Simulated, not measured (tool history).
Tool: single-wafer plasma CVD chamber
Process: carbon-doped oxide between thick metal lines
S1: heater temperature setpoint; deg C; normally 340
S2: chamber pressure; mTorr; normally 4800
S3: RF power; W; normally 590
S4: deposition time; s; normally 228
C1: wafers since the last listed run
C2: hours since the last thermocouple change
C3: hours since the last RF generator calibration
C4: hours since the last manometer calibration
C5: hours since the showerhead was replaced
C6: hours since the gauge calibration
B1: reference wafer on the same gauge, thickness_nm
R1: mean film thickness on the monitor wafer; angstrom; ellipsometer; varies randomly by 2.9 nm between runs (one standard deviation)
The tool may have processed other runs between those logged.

run 1 hour=0.0 | S1=340 S2=4800 S3=590 S4=228 | C1=0 C2=2097.1 C3=1334.7 C4=1789.4 C5=3271.9 C6=977.5 | B1=1341.941 | R1=12987.29
run 2 hour=39.6 | S1=340 S2=4800 S3=590 S4=228 | C1=280 C2=2136.7 C3=1374.3 C4=1829.0 C5=3311.5 C6=1017.1 | B1=1340.269 | R1=12988.43
run 3 hour=77.7 | S1=348 S2=4800 S3=590 S4=228 | C1=269 C2=2174.8 C3=1412.4 C4=1867.1 C5=3349.6 C6=1055.2 | B1=1340.110 | R1=12737.45
run 4 hour=133.6 | S1=348 S2=4800 S3=590 S4=228 | C1=395 C2=2230.7 C3=1468.3 C4=1923.0 C5=3405.5 C6=1111.1 | B1=1339.985 | R1=12722.40
-- hour=138.4 gauge calibrated
run 5 hour=171.6 | S1=348 S2=4800 S3=590 S4=228 | C1=269 C2=2268.7 C3=1506.3 C4=1961.0 C5=3443.5 C6=33.2 | B1=1339.050 | R1=12695.64
run 6 hour=224.9 | S1=340 S2=4800 S3=590 S4=228 | C1=377 C2=2322.0 C3=1559.6 C4=2014.3 C5=3496.8 C6=86.5 | B1=1341.941 | R1=12924.68
-- hour=243.9 RF generator calibrated
-- hour=257.6 thermocouple changed; heater temperature recalibrated
run 7 hour=275.1 | S1=340 S2=4800 S3=590 S4=228 | C1=242 C2=17.5 C3=31.2 C4=2064.5 C5=3547.0 C6=136.7 | B1=1338.327 | R1=13336.71
run 8 hour=344.0 | S1=340 S2=4800 S3=590 S4=228 | C1=488 C2=86.4 C3=100.1 C4=2133.4 C5=3615.9 C6=205.6 | B1=1339.342 | R1=13322.79
run 9 hour=399.9 | S1=340 S2=4800 S3=590 S4=228 | C1=395 C2=142.3 C3=156.0 C4=2189.3 C5=3671.8 C6=261.5 | B1=1340.529 | R1=13299.85
run 10 hour=424.0 | S1=340 S2=4800 S3=590 S4=228 | C1=170 C2=166.4 C3=180.1 C4=2213.4 C5=3695.9 C6=285.6 | B1=1340.534 | R1=13227.42
run 11 hour=470.8 | S1=328 S2=5870 S3=520 S4=228 | C1=331 C2=213.2 C3=226.9 C4=2260.2 C5=3742.7 C6=332.4 | B1=1340.236 | R1=13176.27
run 12 hour=521.3 | S1=340 S2=4800 S3=590 S4=228 | C1=357 C2=263.7 C3=277.4 C4=2310.7 C5=3793.2 C6=382.9 | B1=1340.259 | R1=13259.86
run 13 hour=591.2 | S1=336 S2=5620 S3=555 S4=228 | C1=495 C2=333.6 C3=347.3 C4=2380.6 C5=3863.1 C6=452.8 | B1=1339.823 | R1=13266.31
run 14 hour=627.2 | S1=347 S2=4800 S3=590 S4=271 | C1=255 C2=369.6 C3=383.3 C4=2416.6 C5=3899.1 C6=488.8 | B1=1340.599 | R1=15410.16
run 15 hour=686.1 | S1=340 S2=4800 S3=590 S4=228 | C1=417 C2=428.5 C3=442.2 C4=2475.5 C5=3958.0 C6=547.7 | B1=1340.010 | R1=13148.89
run 16 hour=714.1 | S1=340 S2=4800 S3=590 S4=228 | C1=198 C2=456.5 C3=470.2 C4=2503.5 C5=3986.0 C6=575.7 | B1=1340.050 | R1=13115.25
-- hour=769.5 showerhead replaced
run 17 hour=770.0 | S1=334 S2=4800 S3=550 S4=255 | C1=339 C2=512.4 C3=526.1 C4=2559.4 C5=0.5 C6=631.6 | B1=1339.865 | R1=14415.92
run 18 hour=796.6 | S1=340 S2=4800 S3=590 S4=228 | C1=188 C2=539.0 C3=552.7 C4=2586.0 C5=27.1 C6=658.2 | B1=1340.307 | R1=13081.07
-- hour=827.3 capacitance manometer re-zeroed and calibrated
run 19 hour=866.3 | S1=340 S2=4800 S3=695 S4=259 | C1=437 C2=608.7 C3=622.4 C4=39.0 C5=96.8 C6=727.9 | B1=1339.853 | R1=16321.52
run 20 hour=899.2 | S1=340 S2=4390 S3=590 S4=228 | C1=233 C2=641.6 C3=655.3 C4=71.9 C5=129.7 C6=760.8 | B1=1340.567 | R1=12846.91
run 21 hour=951.8 | S1=340 S2=4800 S3=590 S4=228 | C1=372 C2=694.2 C3=707.9 C4=124.5 C5=182.3 C6=813.4 | B1=1341.776 | R1=13121.19
run 22 hour=994.8 | S1=332 S2=5680 S3=590 S4=240 | C1=304 C2=737.2 C3=750.9 C4=167.5 C5=225.3 C6=856.4 | B1=1340.420 | R1=14475.92
run 23 hour=1049.1 | S1=335 S2=4800 S3=675 S4=228 | C1=384 C2=791.5 C3=805.2 C4=221.8 C5=279.6 C6=910.7 | B1=1341.006 | R1=14158.15
run 24 hour=1076.4 | S1=326 S2=4140 S3=695 S4=192 | C1=193 C2=818.8 C3=832.5 C4=249.1 C5=306.9 C6=938.0 | B1=1341.243 | R1=12103.44
run 25 hour=1107.2 | S1=340 S2=6000 S3=670 S4=228 | C1=218 C2=849.6 C3=863.3 C4=279.9 C5=337.7 C6=968.8 | B1=1340.783 | R1=14512.46
run 26 hour=1150.0 | S1=336 S2=3680 S3=700 S4=228 | C1=303 C2=892.4 C3=906.1 C4=322.7 C5=380.5 C6=1011.6 | B1=1338.975 | R1=13851.37
-- hour=1179.7 gauge calibrated
run 27 hour=1198.0 | S1=340 S2=5920 S3=515 S4=228 | C1=340 C2=940.4 C3=954.1 C4=370.7 C5=428.5 C6=18.3 | B1=1340.790 | R1=12542.50
run 28 hour=1237.1 | S1=340 S2=5920 S3=515 S4=228 | C1=276 C2=979.5 C3=993.2 C4=409.8 C5=467.6 C6=57.4 | B1=1338.894 | R1=12516.35

Hidden state, per run?
true pressure above the setpoint (%): 0 at every run
gauge reads high (%): 0 at every run
H1: wafer temperature above the value expected at the setpoint (K)
H2: delivered RF power above the setpoint (%)
run=1 H1=5.34 H2=-2.91
run=2 H1=5.35 H2=-2.93
run=3 H1=5.37 H2=-2.94
run=4 H1=5.39 H2=-2.96
run=5 H1=5.4 H2=-2.97
run=6 H1=5.42 H2=-2.99
run=7 H1=-1.2 H2=-0.23
run=8 H1=-0.626 H2=-0.609
run=9 H1=-0.197 H2=-0.88
run=10 H1=-0.0223 H2=-0.988
run=11 H1=0.3 H2=-1.18
run=12 H1=0.625 H2=-1.37
run=13 H1=1.04 H2=-1.61
run=14 H1=1.23 H2=-1.71
run=15 H1=1.53 H2=-1.87
run=16 H1=1.67 H2=-1.94
run=17 H1=1.92 H2=-2.07
run=18 H1=2.03 H2=-2.13
run=19 H1=2.31 H2=-2.26
run=20 H1=2.43 H2=-2.32
run=21 H1=2.62 H2=-2.4
run=22 H1=2.76 H2=-2.46
run=23 H1=2.92 H2=-2.53
run=24 H1=3 H2=-2.56
run=25 H1=3.08 H2=-2.6
run=26 H1=3.19 H2=-2.64
run=27 H1=3.31 H2=-2.69
run=28 H1=3.4 H2=-2.72

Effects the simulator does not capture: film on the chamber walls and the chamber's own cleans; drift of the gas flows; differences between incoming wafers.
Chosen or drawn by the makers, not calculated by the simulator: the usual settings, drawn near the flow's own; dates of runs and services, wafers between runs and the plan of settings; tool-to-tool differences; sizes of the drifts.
